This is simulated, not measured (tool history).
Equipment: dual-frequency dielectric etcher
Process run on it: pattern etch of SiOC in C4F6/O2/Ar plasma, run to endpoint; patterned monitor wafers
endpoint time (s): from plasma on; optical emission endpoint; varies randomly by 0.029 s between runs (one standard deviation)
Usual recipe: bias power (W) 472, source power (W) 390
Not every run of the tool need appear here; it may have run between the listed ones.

| run | day | bias power (W) | source power (W) | incoming incoming film thickness, nm | endpoint time (s) |
|---|---|---|---|---|---|
| 1 | 0.000 | 497 | 390 | 29.09 | 9.2 |
| 2 | 4.433 | 497 | 390 | 28.73 | 9.1 |
| 3 | 5.042 | 472 | 450 | 28.82 | 9.1 |
| 4 | 6.071 | 472 | 450 | 28.80 | 9.0 |
| 5 | 6.854 | 472 | 320 | 28.82 | 9.7 |
| 6 | 7.796 | 472 | 390 | 28.93 | 9.3 |
| 7 | 8.704 | 472 | 390 | 28.97 | 9.3 |
| 8 | 10.171 | 472 | 390 | 28.95 | 9.3 |
|  | 10.654 | bias power generator calibrated |
| 9 | 11.633 | 564 | 390 | 28.85 | 8.6 |
| 10 | 12.354 | 564 | 390 | 28.88 | 8.5 |
| 11 | 13.767 | 564 | 390 | 28.42 | 8.4 |
| 12 | 14.704 | 472 | 390 | 28.85 | 9.2 |
| 13 | 15.321 | 472 | 390 | 28.92 | 9.2 |
| 14 | 16.742 | 361 | 310 | 28.65 | 10.7 |
|  | 17.438 | source power generator calibrated |
| 15 | 18.117 | 507 | 340 | 28.79 | 9.1 |
| 16 | 18.650 | 419 | 390 | 28.80 | 9.5 |
|  | 20.212 | wet clean of the chamber |
| 17 | 20.233 | 472 | 440 | 28.64 | 9.1 |
| 18 | 20.588 | 512 | 440 | 28.64 | 8.8 |
|  | 22.271 | upper electrode replaced |
| 19 | 22.292 | 418 | 450 | 28.50 | 9.5 |
| 20 | 23.192 | 399 | 390 | 28.42 | 10.0 |
| 21 | 24.000 | 472 | 390 | 28.73 | 9.4 |
| 22 | 25.350 | 439 | 340 | 28.80 | 10.0 |
| 23 | 26.783 | 541 | 460 | 28.82 | 8.5 |
| 24 | 28.000 | 472 | 390 | 28.73 | 9.3 |
| 25 | 28.992 | 497 | 390 | 28.68 | 9.1 |
| 26 | 29.942 | 472 | 390 | 28.59 | 9.2 |
| 27 | 30.479 | 436 | 390 | 28.86 | 9.6 |
| 28 | 30.988 | 399 | 340 | 29.23 | 10.5 |
| 29 | 32.354 | 539 | 390 | 28.56 | 8.7 |
| 30 | 34.438 | 354 | 340 | 28.89 | 10.8 |
| 31 | 35.533 | 436 | 390 | 28.67 | 9.6 |
| 32 | 36.700 | 394 | 320 | 28.78 | 10.5 |
| 33 | 37.483 | 472 | 390 | 29.10 | 9.3 |
| 34 | 38.525 | 419 | 390 | 28.97 | 9.8 |

What if the next run were any one of these 5? Each begins from the tool's condition after run 34:
| A | 38.542 | 506 | 390 | 28.87 | ? |
| B | 38.542 | 371 | 470 | 28.87 | ? |
| C | 38.542 | 354 | 460 | 28.87 | ? |
| D | 38.542 | 369 | 450 | 28.87 | ? |
| E | 38.542 | 523 | 390 | 28.87 | ? |

| run | endpoint time (s) |
|---|---|
| A | 9.0 |
| B | 9.8 |
| C | 10.1 |
| D | 9.9 |
| E | 8.8 |
Had the tool no hidden state, the same runs would have come out as:
| run | endpoint time (s) |
|---|---|
| A | 9.2 |
| B | 10.1 |
| C | 10.3 |
| D | 10.2 |
| E | 9.1 |
